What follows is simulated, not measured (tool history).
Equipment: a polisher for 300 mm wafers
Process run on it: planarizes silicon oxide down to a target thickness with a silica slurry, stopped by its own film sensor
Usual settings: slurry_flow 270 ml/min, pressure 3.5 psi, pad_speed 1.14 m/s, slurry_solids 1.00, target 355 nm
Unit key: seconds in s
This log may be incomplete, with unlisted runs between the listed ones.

run	day	slurry_flow	pressure	pad_speed	slurry_solids	target	incoming thickness of the incoming film, nm	seconds
1	0.000	225	3.5	1.14	1.00	355	654.2	100.6
2	0.550	270	3.5	1.14	1.00	302	645.0	111.0
# day 0.917: worn pad replaced by a new one
3	1.267	270	3.5	1.14	1.00	302	655.7	117.9
4	1.675	270	3.5	1.14	1.00	302	642.4	112.4
5	2.246	270	3.5	1.54	0.80	385	651.8	74.7
6	2.917	270	3.5	1.14	1.00	355	657.3	98.9
7	3.500	270	3.5	1.14	0.85	273	657.6	132.5
8	3.954	270	3.5	0.94	1.00	355	654.0	116.1
9	4.592	270	3.5	1.14	0.85	273	644.5	130.2
10	5.050	270	3.5	1.14	0.70	419	661.7	90.3
# day 5.729: head pressure recalibrated
11	5.758	270	3.5	1.14	1.00	355	646.4	96.2
12	6.021	270	3.5	1.14	1.00	355	642.4	95.0
# day 6.258: worn pad replaced by a new one
# day 6.267: slurry nozzle cleaned
13	6.742	270	3.5	1.14	1.15	277	643.7	105.2
# day 7.042: conditioning disc replaced and pad reconditioned
14	7.408	270	3.5	1.28	1.00	413	636.8	62.4
15	7.979	270	4.6	1.14	1.00	355	653.2	69.2
16	8.521	270	2.4	0.82	1.00	355	651.0	170.9
17	9.179	220	3.5	1.14	1.00	355	656.4	96.5
18	9.454	270	3.5	1.14	1.00	421	657.3	73.6
19	10.133	270	3.5	1.14	1.00	355	644.9	90.9
# day 11.092: worn pad replaced by a new one
20	11.583	240	2.5	1.38	1.15	355	651.5	110.9
21	12.133	220	3.5	1.14	1.00	355	662.4	97.7
22	12.429	175	4.5	1.14	1.00	355	658.3	81.9
23	12.708	270	3.5	1.14	1.00	355	660.3	96.1
24	13.400	270	3.5	1.14	0.85	323	653.5	108.5
# day 13.933: slurry blender recalibrated
25	14.117	270	3.5	0.80	1.25	399	655.0	99.1
26	14.658	270	2.9	0.76	1.00	355	654.5	162.8
27	15.262	270	2.4	0.98	1.00	266	648.9	201.8

3 options for the next run, each taken on its own from the tool as it stands now. Forecast them:
A	15.279	270	3.5	1.50	1.00	355	652.7	?
B	15.279	270	3.5	0.82	1.00	355	652.7	?
C	15.279	330	2.5	1.14	0.80	425	652.7	?

run	seconds
A	77.7
B	126.0
C	108.2
With the hidden condition removed and each run's random variation left untouched, the same runs would have given:
run	seconds
A	73.3
B	118.9
C	103.2

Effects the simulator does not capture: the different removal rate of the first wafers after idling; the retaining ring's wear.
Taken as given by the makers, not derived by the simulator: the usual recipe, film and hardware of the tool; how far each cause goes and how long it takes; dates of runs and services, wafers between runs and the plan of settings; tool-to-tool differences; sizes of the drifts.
